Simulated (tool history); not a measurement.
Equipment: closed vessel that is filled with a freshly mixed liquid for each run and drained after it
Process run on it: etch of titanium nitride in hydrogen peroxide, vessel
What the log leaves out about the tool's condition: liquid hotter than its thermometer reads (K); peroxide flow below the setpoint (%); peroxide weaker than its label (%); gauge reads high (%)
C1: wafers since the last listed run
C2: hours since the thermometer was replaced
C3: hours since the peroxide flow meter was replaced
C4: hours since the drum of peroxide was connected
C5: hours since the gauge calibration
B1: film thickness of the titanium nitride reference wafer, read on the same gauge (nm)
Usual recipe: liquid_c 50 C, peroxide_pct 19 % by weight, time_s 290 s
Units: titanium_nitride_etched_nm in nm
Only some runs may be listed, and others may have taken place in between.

run 1 day=0 | liquid_c=50 peroxide_pct=19 time_s=290 | C1=0 C2=2289.5 C3=1248 C4=703.4 C5=143.8 | B1=130.01 | titanium_nitride_etched_nm=8.63
run 2 day=0.621 | liquid_c=50 peroxide_pct=19 time_s=290 | C1=1120 C2=2304.4 C3=1262.9 C4=718.3 C5=158.7 | B1=130.02 | titanium_nitride_etched_nm=8.57
run 3 day=1.238 | liquid_c=50 peroxide_pct=19 time_s=290 | C1=1112 C2=2319.2 C3=1277.7 C4=733.1 C5=173.5 | B1=130.01 | titanium_nitride_etched_nm=8.64
run 4 day=1.658 | liquid_c=50 peroxide_pct=19 time_s=290 | C1=759 C2=2329.3 C3=1287.8 C4=743.2 C5=183.6 | B1=130 | titanium_nitride_etched_nm=8.66
run 5 day=2.154 | liquid_c=50 peroxide_pct=19 time_s=290 | C1=894 C2=2341.2 C3=1299.7 C4=755.1 C5=195.5 | B1=130 | titanium_nitride_etched_nm=8.6
run 6 day=2.412 | liquid_c=50 peroxide_pct=19 time_s=220 | C1=466 C2=2347.4 C3=1305.9 C4=761.3 C5=201.7 | B1=129.98 | titanium_nitride_etched_nm=6.65
run 7 day=3.567 | liquid_c=50 peroxide_pct=19 time_s=220 | C1=2082 C2=2375.1 C3=1333.6 C4=789 C5=229.4 | B1=129.98 | titanium_nitride_etched_nm=6.6
run 8 day=4.283 | liquid_c=50 peroxide_pct=19 time_s=220 | C1=1293 C2=2392.3 C3=1350.8 C4=806.2 C5=246.6 | B1=129.99 | titanium_nitride_etched_nm=6.61
run 9 day=4.546 | liquid_c=54.5 peroxide_pct=19 time_s=290 | C1=473 C2=2398.6 C3=1357.1 C4=812.5 C5=252.9 | B1=130.01 | titanium_nitride_etched_nm=12.03
run 10 day=4.825 | liquid_c=54.5 peroxide_pct=19 time_s=290 | C1=503 C2=2405.3 C3=1363.8 C4=819.2 C5=259.6 | B1=130 | titanium_nitride_etched_nm=12.04
run 11 day=5.562 | liquid_c=50 peroxide_pct=16 time_s=290 | C1=1330 C2=2423 C3=1381.5 C4=836.9 C5=277.3 | B1=130.01 | titanium_nitride_etched_nm=8.38
-- day=5.679 peroxide flow meter replaced
run 12 day=6.075 | liquid_c=50 peroxide_pct=19 time_s=290 | C1=849 C2=2435.3 C3=9.5 C4=849.2 C5=289.6 | B1=130 | titanium_nitride_etched_nm=8.79
run 13 day=6.388 | liquid_c=50 peroxide_pct=19 time_s=220 | C1=563 C2=2442.8 C3=17 C4=856.7 C5=297.1 | B1=130.02 | titanium_nitride_etched_nm=6.58
run 14 day=6.862 | liquid_c=55 peroxide_pct=16 time_s=230 | C1=857 C2=2454.2 C3=28.4 C4=868.1 C5=308.5 | B1=129.99 | titanium_nitride_etched_nm=9.49
run 15 day=7.4 | liquid_c=47 peroxide_pct=17 time_s=455 | C1=969 C2=2467.1 C3=41.3 C4=881 C5=321.4 | B1=130.02 | titanium_nitride_etched_nm=10.76
-- day=7.579 new drum of peroxide connected
run 16 day=7.771 | liquid_c=50 peroxide_pct=23.5 time_s=290 | C1=593 C2=2476 C3=50.2 C4=4.6 C5=330.3 | B1=130.01 | titanium_nitride_etched_nm=9.23
run 17 day=8.425 | liquid_c=50 peroxide_pct=19 time_s=290 | C1=1180 C2=2491.7 C3=65.9 C4=20.3 C5=346 | B1=129.99 | titanium_nitride_etched_nm=8.68
run 18 day=8.75 | liquid_c=58 peroxide_pct=16.5 time_s=290 | C1=586 C2=2499.5 C3=73.7 C4=28.1 C5=353.8 | B1=130 | titanium_nitride_etched_nm=14.73
-- day=9.054 gauge calibrated
run 19 day=9.408 | liquid_c=53.5 peroxide_pct=19 time_s=450 | C1=1187 C2=2515.3 C3=89.5 C4=43.9 C5=8.5 | B1=130.03 | titanium_nitride_etched_nm=17.46
run 20 day=9.679 | liquid_c=50 peroxide_pct=19 time_s=290 | C1=488 C2=2521.8 C3=96 C4=50.4 C5=15 | B1=130.01 | titanium_nitride_etched_nm=8.79
run 21 day=10.075 | liquid_c=56 peroxide_pct=19 time_s=175 | C1=714 C2=2531.3 C3=105.5 C4=59.9 C5=24.5 | B1=129.98 | titanium_nitride_etched_nm=8.04
-- day=10.383 thermometer replaced
run 22 day=10.404 | liquid_c=50 peroxide_pct=19 time_s=290 | C1=518 C2=0.5 C3=113.4 C4=67.8 C5=32.4 | B1=129.99 | titanium_nitride_etched_nm=7.15
run 23 day=11.042 | liquid_c=47.5 peroxide_pct=19 time_s=420 | C1=1150 C2=15.8 C3=128.7 C4=83.1 C5=47.7 | B1=129.99 | titanium_nitride_etched_nm=8.65
run 24 day=11.704 | liquid_c=50 peroxide_pct=19 time_s=290 | C1=1195 C2=31.7 C3=144.6 C4=99 C5=63.6 | B1=130.01 | titanium_nitride_etched_nm=7.19
run 25 day=12.388 | liquid_c=50 peroxide_pct=17 time_s=290 | C1=1233 C2=48.1 C3=161 C4=115.4 C5=80 | B1=130.01 | titanium_nitride_etched_nm=7.04

The next listed run, before its measurement:
run 26 day=13.067 | liquid_c=60 peroxide_pct=22 time_s=290 | C1=1225 C2=64.4 C3=177.3 C4=131.7 C5=96.3 | B1=? | titanium_nitride_etched_nm=?

Run 26 measured B1 129.99, titanium_nitride_etched_nm 15.05 nm.
With no hidden state in the tool, this same run would have given titanium_nitride_etched_nm 14.93 nm.

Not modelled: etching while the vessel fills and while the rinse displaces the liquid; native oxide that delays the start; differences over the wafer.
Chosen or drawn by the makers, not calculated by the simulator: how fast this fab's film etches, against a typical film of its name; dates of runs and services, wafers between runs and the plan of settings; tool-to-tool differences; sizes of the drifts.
